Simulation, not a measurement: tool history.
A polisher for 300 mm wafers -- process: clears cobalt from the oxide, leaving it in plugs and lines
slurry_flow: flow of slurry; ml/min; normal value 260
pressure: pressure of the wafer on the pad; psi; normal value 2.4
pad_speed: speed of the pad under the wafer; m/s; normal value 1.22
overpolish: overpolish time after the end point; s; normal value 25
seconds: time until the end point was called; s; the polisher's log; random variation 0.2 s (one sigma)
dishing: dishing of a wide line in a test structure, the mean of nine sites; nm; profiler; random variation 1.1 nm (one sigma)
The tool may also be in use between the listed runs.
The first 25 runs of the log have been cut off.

| run | hour | slurry_flow | pressure | pad_speed | overpolish | wafers since the last listed run | wafers polished on this pad | hours since the slurry nozzle was cleaned | hours since the head pressure was calibrated | incoming thickness of the incoming film, nm | seconds | dishing |
|---|---|---|---|---|---|---|---|---|---|---|---|---|
| 26 | 313.6 | 340 | 3.0 | 1.36 | 25 | 211 | 223 | 77.9 | 88.6 | 159.4 | 17.1 | 46.5 |
| 27 | 321.9 | 340 | 3.0 | 1.36 | 25 | 103 | 326 | 86.2 | 96.9 | 159.1 | 16.9 | 43.6 |
| 28 | 333.9 | 285 | 2.4 | 0.80 | 40 | 149 | 476 | 98.2 | 108.9 | 160.5 | 31.4 | 43.7 |
| 29 | 346.8 | 315 | 2.6 | 1.06 | 14 | 160 | 636 | 111.1 | 121.8 | 160.9 | 23.8 | 36.9 |
| 30 | 363.1 | 260 | 2.4 | 1.22 | 25 | 202 | 839 | 127.4 | 138.1 | 158.9 | 23.5 | 45.0 |
| 31 | 372.8 | 350 | 1.7 | 0.86 | 25 | 120 | 960 | 137.1 | 147.8 | 159.4 | 41.9 | 39.7 |
|  | 384.8 | worn pad replaced by a new one |
| 32 | 385.3 | 320 | 2.4 | 0.98 | 17 | 105 | 6 | 149.6 | 160.3 | 158.9 | 27.3 | 39.2 |
| 33 | 396.9 | 180 | 2.0 | 1.62 | 25 | 144 | 150 | 161.2 | 171.9 | 161.5 | 24.3 | 45.0 |
| 34 | 403.1 | 260 | 2.4 | 1.22 | 25 | 77 | 228 | 167.4 | 178.1 | 159.3 | 24.0 | 44.2 |
| 35 | 409.7 | 260 | 1.8 | 0.96 | 11 | 82 | 310 | 174.0 | 184.7 | 161.4 | 37.5 | 28.3 |
| 36 | 416.2 | 325 | 2.9 | 1.48 | 36 | 80 | 391 | 180.5 | 191.2 | 163.6 | 17.1 | 44.4 |

Forecast each of these 3 alternatives for the next run:
| A | 416.6 | 260 | 2.4 | 1.22 | 10 | 4 | 396 | 180.9 | 191.6 | 160.6 | ? | ? |
| B | 416.6 | 175 | 3.0 | 1.06 | 35 | 4 | 396 | 180.9 | 191.6 | 160.6 | ? | ? |
| C | 416.6 | 260 | 2.6 | 1.60 | 25 | 4 | 396 | 180.9 | 191.6 | 160.6 | ? | ? |

| run | seconds | dishing |
|---|---|---|
| A | 23.6 | 34.7 |
| B | 22.3 | 45.1 |
| C | 17.6 | 44.9 |
Had the tool no hidden state, the same runs would have come out as:
| run | seconds | dishing |
|---|---|---|
| A | 23.6 | 34.7 |
| B | 22.3 | 45.1 |
| C | 17.6 | 44.9 |

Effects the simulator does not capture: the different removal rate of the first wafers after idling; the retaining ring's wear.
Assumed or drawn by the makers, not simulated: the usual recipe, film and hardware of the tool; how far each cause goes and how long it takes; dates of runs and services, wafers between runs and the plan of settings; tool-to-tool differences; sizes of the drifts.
